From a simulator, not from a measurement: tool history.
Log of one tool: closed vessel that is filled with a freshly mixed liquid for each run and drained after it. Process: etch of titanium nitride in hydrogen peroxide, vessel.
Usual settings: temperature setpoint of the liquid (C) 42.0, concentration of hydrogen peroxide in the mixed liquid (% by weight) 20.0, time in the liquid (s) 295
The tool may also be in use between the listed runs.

run	hour	temperature setpoint of the liquid (C)	concentration of hydrogen peroxide in the mixed liquid (% by weight)	time in the liquid (s)	wafers since the last listed run	hours since the thermometer was replaced	hours since the peroxide flow meter was replaced	hours since the drum of peroxide was connected	hours since the gauge calibration	read-back film thickness of the titanium nitride reference wafer, read on the same gauge (nm)	thickness taken off the titanium nitride on a monitor wafer (Å)
1	0.0	42.0	20.0	295	0	1066.7	301.4	1117.7	186.5	79.99	108.7
2	15.4	42.0	20.0	295	1033	1082.1	316.8	1133.1	201.9	80.03	108.6
3	44.1	42.0	20.0	295	1926	1110.8	345.5	1161.8	230.6	79.99	107.4
4	76.6	42.0	20.0	295	2181	1143.3	378.0	1194.3	263.1	80.00	107.0
5	90.2	39.5	20.0	295	912	1156.9	391.6	1207.9	276.7	80.00	89.5
6	111.4	39.5	20.0	295	1422	1178.1	412.8	1229.1	297.9	79.99	89.6
7	129.9	39.5	20.0	295	1241	1196.6	431.3	1247.6	316.4	80.01	90.1
8	154.2	42.0	20.0	295	1630	1220.9	455.6	1271.9	340.7	80.02	109.4
9	169.4	42.0	20.0	295	1020	1236.1	470.8	1287.1	355.9	80.01	107.5
10	183.0	42.0	20.0	295	912	1249.7	484.4	1300.7	369.5	80.01	109.1
11	204.3	42.0	20.0	295	1429	1271.0	505.7	1322.0	390.8	79.99	109.3
12	237.5	42.0	20.0	295	2228	1304.2	538.9	1355.2	424.0	79.98	105.9
13	316.2	42.0	20.0	295	5282	1382.9	617.6	1433.9	502.7	80.01	106.9
# hour 328.0: new drum of peroxide connected
14	336.8	38.0	22.0	295	1315	1403.5	638.2	8.8	523.3	80.01	79.6
15	359.2	51.5	24.5	180	1503	1425.9	660.6	31.2	545.7	80.01	139.4
16	381.7	42.0	20.0	470	1510	1448.4	683.1	53.7	568.2	80.00	169.4
# hour 394.1: thermometer replaced
17	411.9	42.0	20.0	295	1959	17.8	713.3	83.9	598.4	79.99	122.1
18	425.8	39.0	22.5	460	932	31.7	727.2	97.8	612.3	79.99	153.6
# hour 436.4: gauge calibrated
# hour 449.6: peroxide flow meter replaced
19	459.7	45.5	20.0	250	2208	65.6	10.1	131.7	23.3	79.99	136.7
20	489.1	36.0	25.0	295	1973	95.0	39.5	161.1	52.7	79.97	80.4
21	515.3	42.0	20.0	295	1758	121.2	65.7	187.3	78.9	80.01	122.1
22	544.9	42.0	20.0	295	1986	150.8	95.3	216.9	108.5	80.01	120.5
23	586.5	34.5	25.0	295	2792	192.4	136.9	258.5	150.1	80.02	70.4
24	607.3	42.0	25.5	295	1396	213.2	157.7	279.3	170.9	79.99	126.3
25	629.0	42.0	20.0	295	1456	234.9	179.4	301.0	192.6	79.97	120.3
26	659.1	36.5	23.5	150	2020	265.0	209.5	331.1	222.7	80.01	41.2
27	688.1	42.0	20.0	295	1946	294.0	238.5	360.1	251.7	79.99	117.1
28	700.5	42.0	14.0	295	832	306.4	250.9	372.5	264.1	80.00	110.3
29	735.5	45.5	20.0	250	2349	341.4	285.9	407.5	299.1	79.99	132.5

The same runs without the tool's hidden state, with the same run-to-run variation:
The hidden state here: liquid colder than its thermometer reads (K); peroxide flow above the setpoint (%); peroxide weaker than its label (%); gauge reads high (%).
run	thickness taken off the titanium nitride on a monitor wafer (Å)
1	121.7
2	121.8
3	120.7
4	120.7
5	101.3
6	101.5
7	102.4
8	124.2
9	122.3
10	124.2
11	124.7
12	121.2
13	123.2
14	92.2
15	160.0
16	196.3
17	123.1
18	155.1
19	138.5
20	81.7
21	124.4
22	123.0
23	72.2
24	129.6
25	123.7
26	42.5
27	121.0
28	114.1
29	137.6

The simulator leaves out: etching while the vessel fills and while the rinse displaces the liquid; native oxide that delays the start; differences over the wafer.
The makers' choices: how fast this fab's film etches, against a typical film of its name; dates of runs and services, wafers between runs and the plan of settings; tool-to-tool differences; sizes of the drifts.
